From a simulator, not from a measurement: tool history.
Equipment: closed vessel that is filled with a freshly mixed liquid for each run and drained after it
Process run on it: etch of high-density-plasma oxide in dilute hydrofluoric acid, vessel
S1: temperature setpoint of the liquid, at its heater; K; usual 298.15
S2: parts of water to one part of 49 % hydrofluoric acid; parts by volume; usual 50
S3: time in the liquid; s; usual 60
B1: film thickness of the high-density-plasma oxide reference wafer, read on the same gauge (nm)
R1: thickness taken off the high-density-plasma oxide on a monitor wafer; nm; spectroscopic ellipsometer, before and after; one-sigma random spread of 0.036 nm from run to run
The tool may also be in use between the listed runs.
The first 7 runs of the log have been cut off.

run    hour      S1  S2  S3      B1     R1
  8   342.8  298.15  45  60  150.00   8.12
  9   409.4  294.65  45  35  150.03   4.08
 10   475.6  298.15  60  60  150.05   5.93
 11   538.5  301.15  50  85  150.00  11.52
 12   604.4  298.15  50  70  149.96   8.41
 13   638.1  294.15  40  30  150.06   3.87
 14   681.2  300.65  35  70  150.04  13.52
 15   735.9  295.15  50  60  149.95   6.43
 16   778.2  298.15  50  60  149.98   7.15
 17   845.0  301.65  65  80  149.97   8.26
 18   869.4  298.15  40  60  149.95   9.16
 19   935.4  294.65  50  85  150.02   8.81
      963.2  -- gauge calibrated
 20  1006.9  293.15  50  60  150.03   5.82
 21  1037.3  299.65  30  70  149.98  15.22
 22  1068.8  298.15  50  60  149.93   7.17
 23  1117.8  298.15  50  80  149.93   9.57
 24  1189.0  295.65  45  40  150.03   4.84
     1264.8  -- hydrofluoric acid flow meter replaced
 25  1278.5  298.15  50  60  150.04   7.38
 26  1341.1  298.15  30  80  149.95  16.78
 27  1405.6  296.15  60  95  150.00   8.82
 28  1458.2  301.15  65  60  150.01   6.24
 29  1515.8  300.65  50  60  149.97   8.17
 30  1564.0  298.15  70  60  149.99   5.14
 31  1629.9  301.65  65  80  150.03   8.59

Each row is a separate what-if for the run after 31, all from the same tool condition, not one after another. Results?
  A  1630.6  301.15  50  60   ?   ?
  B  1630.6  295.15  45  75   ?   ?
  C  1630.6  300.15  30  70   ?   ?
  D  1630.6  302.65  50  60   ?   ?
  E  1630.6  302.15  50  60   ?   ?

run      B1     R1
  A  149.97   8.33
  B  149.97   9.14
  C  149.97  16.05
  D  149.97   8.84
  E  149.97   8.67
With no hidden state in the tool, these same runs would have given:
run     R1
  A   8.06
  B   8.82
  C  15.50
  D   8.55
  E   8.39
